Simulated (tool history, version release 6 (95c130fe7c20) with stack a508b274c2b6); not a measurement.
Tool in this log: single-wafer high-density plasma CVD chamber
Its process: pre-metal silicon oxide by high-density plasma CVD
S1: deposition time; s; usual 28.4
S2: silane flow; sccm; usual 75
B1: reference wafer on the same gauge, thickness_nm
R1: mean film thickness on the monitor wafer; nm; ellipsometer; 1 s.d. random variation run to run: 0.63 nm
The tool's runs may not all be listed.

| run | hour | S1 | S2 | B1 | R1 |
|---|---|---|---|---|---|
| 1 | 0.0 | 28.4 | 75 | 169.193 | 209.446 |
| 2 | 41.6 | 28.4 | 75 | 169.204 | 209.382 |
| 3 | 148.0 | 28.4 | 75 | 169.077 | 209.436 |
| 4 | 188.7 | 26.2 | 71 | 169.060 | 182.744 |
| 5 | 250.1 | 26.2 | 71 | 168.925 | 183.476 |
| 6 | 333.1 | 26.2 | 71 | 168.922 | 183.537 |
| 7 | 436.1 | 28.4 | 75 | 168.809 | 207.598 |
| 8 | 635.9 | 28.4 | 75 | 168.471 | 207.638 |
| 9 | 720.3 | 26.6 | 79 | 168.392 | 205.170 |
| 10 | 787.0 | 26.6 | 79 | 168.235 | 206.120 |
| 11 | 828.0 | 26.6 | 79 | 168.174 | 206.179 |
| 12 | 934.8 | 28.4 | 75 | 168.037 | 208.110 |
| 13 | 1038.9 | 28.4 | 75 | 167.811 | 207.658 |
| 14 | 1126.7 | 28.4 | 75 | 167.644 | 208.031 |
| 15 | 1167.5 | 28.4 | 75 | 167.627 | 207.130 |
| 16 | 1234.1 | 28.4 | 75 | 167.505 | 206.565 |
| 17 | 1323.6 | 28.4 | 75 | 167.301 | 206.513 |
| 18 | 1392.2 | 28.4 | 75 | 167.098 | 206.112 |
| 19 | 1431.2 | 28.4 | 75 | 166.973 | 206.408 |
| 20 | 1493.4 | 28.4 | 75 | 166.922 | 206.060 |
| 21 | 1584.8 | 28.4 | 75 | 166.644 | 205.970 |
| 22 | 1664.9 | 28.4 | 75 | 166.517 | 206.460 |
| 23 | 1748.0 | 28.4 | 83 | 166.285 | 227.773 |
|  | 1800.8 | silane flow controller replaced |
| 24 | 1833.7 | 30.0 | 65 | 165.998 | 188.791 |
| 25 | 1879.4 | 29.8 | 87 | 165.839 | 250.609 |
| 26 | 1984.1 | 26.7 | 75 | 165.622 | 191.593 |
|  | 2011.0 | gauge calibrated |
| 27 | 2242.6 | 28.4 | 75 | 169.195 | 208.923 |
| 28 | 2320.8 | 32.9 | 79 | 169.103 | 255.576 |
| 29 | 2364.9 | 28.4 | 67 | 169.167 | 185.639 |
| 30 | 2412.7 | 34.0 | 75 | 169.208 | 250.391 |
| 31 | 2507.1 | 28.4 | 75 | 169.166 | 210.536 |
| 32 | 2564.7 | 32.9 | 82 | 168.964 | 266.352 |
| 33 | 2650.7 | 28.4 | 75 | 169.085 | 210.484 |
| 34 | 2757.4 | 23.0 | 82 | 168.907 | 185.769 |
| 35 | 2815.5 | 28.4 | 75 | 168.880 | 208.685 |
| 36 | 2861.4 | 25.3 | 75 | 168.961 | 184.784 |
| 37 | 2924.9 | 28.4 | 75 | 168.687 | 209.282 |
| 38 | 2991.1 | 28.4 | 63 | 168.718 | 174.316 |
| 39 | 3093.5 | 32.4 | 75 | 168.558 | 238.778 |
| 40 | 3184.0 | 24.6 | 79 | 168.481 | 191.639 |
| 41 | 3268.9 | 28.4 | 75 | 168.266 | 207.718 |
| 42 | 3325.5 | 28.4 | 75 | 168.281 | 208.692 |
| 43 | 3388.5 | 25.0 | 69 | 168.285 | 168.863 |
| 44 | 3476.9 | 26.6 | 75 | 168.185 | 194.832 |
| 45 | 3619.4 | 28.4 | 75 | 167.854 | 207.843 |
| 46 | 3659.8 | 30.8 | 83 | 167.758 | 248.775 |

Some steps in R1 between neighbouring runs. How much of each would the tool show without its hidden state too (settings, what came in, random variation), and how much is left for the hidden state, with any gauge scatter that isn't in both results?
Hidden state at play: delivered silane flow above the setpoint (%); gauge reads high (%).
Run 24 -> 25: S1 30.0 -> 29.8, S2 65 -> 87. R1 +61.818 nm: hidden state -1.305, all else +63.123.
Run 25 -> 26: S1 29.8 -> 26.7, S2 87 -> 75. R1 -59.016 nm: hidden state +0.764, all else -59.780.
Run 26 -> 27: S1 26.7 -> 28.4, gauge calibrated. R1 +17.330 nm: hidden state +4.161, all else +13.169.
Run 28 -> 29: S1 32.9 -> 28.4, S2 79 -> 67. R1 -69.937 nm: hidden state -0.081, all else -69.856.
Run 29 -> 30: S1 28.4 -> 34.0, S2 67 -> 75. R1 +64.752 nm: hidden state +0.026, all else +64.726.
Run 38 -> 39: S1 28.4 -> 32.4, S2 63 -> 75. R1 +64.462 nm: hidden state -0.267, all else +64.729.

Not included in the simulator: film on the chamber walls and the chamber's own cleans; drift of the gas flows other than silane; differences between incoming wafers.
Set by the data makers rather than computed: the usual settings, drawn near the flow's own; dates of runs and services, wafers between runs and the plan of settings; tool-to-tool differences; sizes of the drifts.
